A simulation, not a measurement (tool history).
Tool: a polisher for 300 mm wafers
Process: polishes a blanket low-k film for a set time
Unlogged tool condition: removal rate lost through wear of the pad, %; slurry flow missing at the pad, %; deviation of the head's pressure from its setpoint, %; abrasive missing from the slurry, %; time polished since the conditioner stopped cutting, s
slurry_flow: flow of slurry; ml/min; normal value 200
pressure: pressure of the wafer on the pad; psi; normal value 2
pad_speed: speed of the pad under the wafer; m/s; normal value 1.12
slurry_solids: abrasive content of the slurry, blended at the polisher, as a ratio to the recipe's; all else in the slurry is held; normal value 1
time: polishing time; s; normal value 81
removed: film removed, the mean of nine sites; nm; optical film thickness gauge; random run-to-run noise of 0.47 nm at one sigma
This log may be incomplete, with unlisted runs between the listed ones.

| run | day | slurry_flow | pressure | pad_speed | slurry_solids | time | wafers since the last listed run | wafers polished on this pad | hours since the slurry nozzle was cleaned | hours since the head pressure was calibrated | hours since the slurry blender was calibrated | hours since the conditioning disc was replaced | incoming thickness of the incoming film, nm | removed |
|---|---|---|---|---|---|---|---|---|---|---|---|---|---|---|
| 1 | 0 | 200 | 2 | 1.12 | 1 | 81 | 0 | 419 | 250.8 | 1064.8 | 73.8 | 211 | 506.4 | 40.7 |
| 2 | 0.542 | 200 | 2 | 1.12 | 1 | 81 | 102 | 522 | 263.8 | 1077.8 | 86.8 | 224 | 520.1 | 39.9 |
| 3 | 0.854 | 170 | 2.4 | 1.12 | 1 | 81 | 59 | 581 | 271.3 | 1085.3 | 94.3 | 231.5 | 506.3 | 46.2 |
|  | 1.271 | head pressure recalibrated |
| 4 | 1.317 | 170 | 2.4 | 1.12 | 1 | 81 | 71 | 653 | 282.4 | 1.1 | 105.4 | 242.6 | 504.1 | 45.6 |
|  | 1.725 | slurry blender recalibrated |
|  | 1.9 | worn pad replaced by a new one |
| 5 | 1.921 | 200 | 2 | 1.12 | 1 | 81 | 67 | 4 | 296.9 | 15.6 | 4.7 | 257.1 | 513.6 | 42.1 |
| 6 | 2.446 | 200 | 2 | 1.12 | 1 | 81 | 99 | 103 | 309.5 | 28.2 | 17.3 | 269.7 | 512.4 | 41.6 |
| 7 | 2.975 | 200 | 2 | 1.12 | 1 | 81 | 100 | 203 | 322.2 | 40.9 | 30 | 282.4 | 508.2 | 40.7 |
| 8 | 3.329 | 200 | 2 | 1.02 | 1 | 81 | 67 | 270 | 330.7 | 49.4 | 38.5 | 290.9 | 507.4 | 38.5 |
| 9 | 3.625 | 200 | 2 | 1 | 1 | 81 | 56 | 326 | 337.8 | 56.5 | 45.6 | 298 | 505.3 | 37.8 |
|  | 3.675 | slurry nozzle cleaned |
| 10 | 4.188 | 140 | 2.5 | 1.12 | 1 | 81 | 98 | 425 | 12.3 | 70 | 59.1 | 311.5 | 519.4 | 50.8 |
| 11 | 4.579 | 200 | 2 | 1.12 | 1 | 81 | 74 | 499 | 21.7 | 79.4 | 68.5 | 320.9 | 510.3 | 43.3 |
| 12 | 4.975 | 175 | 2 | 1.12 | 0.7 | 98 | 74 | 574 | 31.2 | 88.9 | 78 | 330.4 | 517.4 | 42.4 |

Run 13, settings as shown, results not yet in. Your forecast:
|  | 5.458 | slurry blender recalibrated |
| 13 | 5.7 | 250 | 2 | 1.12 | 1.25 | 60 | 121 | 695 | 48.6 | 106.3 | 5.8 | 347.8 | 501.6 | ? |

{"run 13": {"removed": 35.6}}
Without the tool's hidden state the same run would have given removed 38.6 nm.
